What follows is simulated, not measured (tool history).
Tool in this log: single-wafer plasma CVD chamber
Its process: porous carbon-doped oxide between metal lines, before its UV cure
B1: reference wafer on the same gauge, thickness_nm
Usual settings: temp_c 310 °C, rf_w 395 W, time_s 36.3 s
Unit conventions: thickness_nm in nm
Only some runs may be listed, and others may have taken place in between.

Run 1, hour 0.0: usual settings but time_s 39.9 s; B1 131.945. Result: thickness_nm 164.225 nm.
Run 2, hour 11.5: usual settings but time_s 39.9 s; B1 131.949. Result: thickness_nm 164.060 nm.
Run 3, hour 25.1: usual settings but time_s 39.9 s; B1 131.971. Result: thickness_nm 163.434 nm.
Run 4, hour 35.4: usual settings; B1 132.040. Result: thickness_nm 149.373 nm.
Run 5, hour 49.5: usual settings; B1 132.111. Result: thickness_nm 150.199 nm.
Run 6, hour 58.4: usual settings; B1 132.064. Result: thickness_nm 150.405 nm.
Run 7, hour 99.6: usual settings; B1 131.958. Result: thickness_nm 149.527 nm.
At hour 141.9: showerhead replaced.
Run 8, hour 142.4: usual settings; B1 132.024. Result: thickness_nm 150.021 nm.
Run 9, hour 149.8: usual settings but rf_w 345 W; B1 132.016. Result: thickness_nm 133.818 nm.
At hour 163.7: RF generator calibrated.
Run 10, hour 166.3: usual settings but time_s 42.0 s; B1 132.110. Result: thickness_nm 171.996 nm.
Run 11, hour 189.7: usual settings but time_s 42.0 s; B1 132.099. Result: thickness_nm 172.576 nm.
At hour 211.1: gauge calibrated.
Run 12, hour 223.7: usual settings but time_s 42.0 s; B1 132.019. Result: thickness_nm 172.788 nm.
At hour 245.9: thermocouple changed; heater temperature recalibrated.
Run 13, hour 246.4: usual settings; B1 132.052. Result: thickness_nm 145.609 nm.
Run 14, hour 257.3: usual settings; B1 132.038. Result: thickness_nm 146.229 nm.
Run 15, hour 270.8: usual settings but rf_w 330 W, time_s 42.9 s; B1 131.978. Result: thickness_nm 147.813 nm.
Run 16, hour 287.4: usual settings but temp_c 297 °C, time_s 43.5 s; B1 132.011. Result: thickness_nm 187.192 nm.
Run 17, hour 295.9: usual settings but time_s 39.9 s; B1 132.082. Result: thickness_nm 159.998 nm.
Run 18, hour 305.1: usual settings but temp_c 324 °C, rf_w 320 W, time_s 32.4 s; B1 131.969. Result: thickness_nm 102.540 nm.
Run 19, hour 323.0: usual settings; B1 132.008. Result: thickness_nm 146.547 nm.
Run 20, hour 333.2: usual settings but temp_c 321 °C, rf_w 325 W; B1 132.047. Result: thickness_nm 117.962 nm.
Run 21, hour 342.1: usual settings but time_s 42.9 s; B1 132.130. Result: thickness_nm 172.351 nm.
Run 22, hour 353.9: usual settings but temp_c 296 °C, rf_w 430 W, time_s 42.5 s; B1 131.970. Result: thickness_nm 196.555 nm.
Run 23, hour 367.6: usual settings but temp_c 296 °C, rf_w 425 W; B1 131.984. Result: thickness_nm 168.115 nm.
Run 24, hour 375.7: usual settings but temp_c 314 °C, time_s 31.6 s; B1 131.978. Result: thickness_nm 125.050 nm.
Run 25, hour 422.4: usual settings but rf_w 450 W; B1 131.968. Result: thickness_nm 162.498 nm.
Run 26, hour 428.5: usual settings; B1 131.993. Result: thickness_nm 146.919 nm.
Run 27, hour 444.8: usual settings but temp_c 322 °C, rf_w 340 W, time_s 40.4 s; B1 132.016. Result: thickness_nm 135.585 nm.
Run 28, hour 457.7: usual settings but rf_w 335 W; B1 131.972. Result: thickness_nm 129.104 nm.

Each row is a separate what-if for the run after 28, all from the same tool condition, not one after another. Results?
Run A, hour 458.1: usual settings but rf_w 465 W; B1 ?. Result: thickness_nm ?.
Run B, hour 458.1: usual settings but temp_c 325 °C; B1 ?. Result: thickness_nm ?.
Run C, hour 458.1: usual settings but rf_w 475 W; B1 ?. Result: thickness_nm ?.
Run D, hour 458.1: usual settings but temp_c 306 °C, rf_w 440 W, time_s 39.8 s; B1 ?. Result: thickness_nm ?.

run       B1  thickness_nm
  A  132.032       166.630
  B  132.032       135.928
  C  132.032       169.061
  D  132.032       178.876
Without the tool's hidden state the same runs would have given:
run  thickness_nm
  A       164.226
  B       134.157
  C       166.622
  D       176.259

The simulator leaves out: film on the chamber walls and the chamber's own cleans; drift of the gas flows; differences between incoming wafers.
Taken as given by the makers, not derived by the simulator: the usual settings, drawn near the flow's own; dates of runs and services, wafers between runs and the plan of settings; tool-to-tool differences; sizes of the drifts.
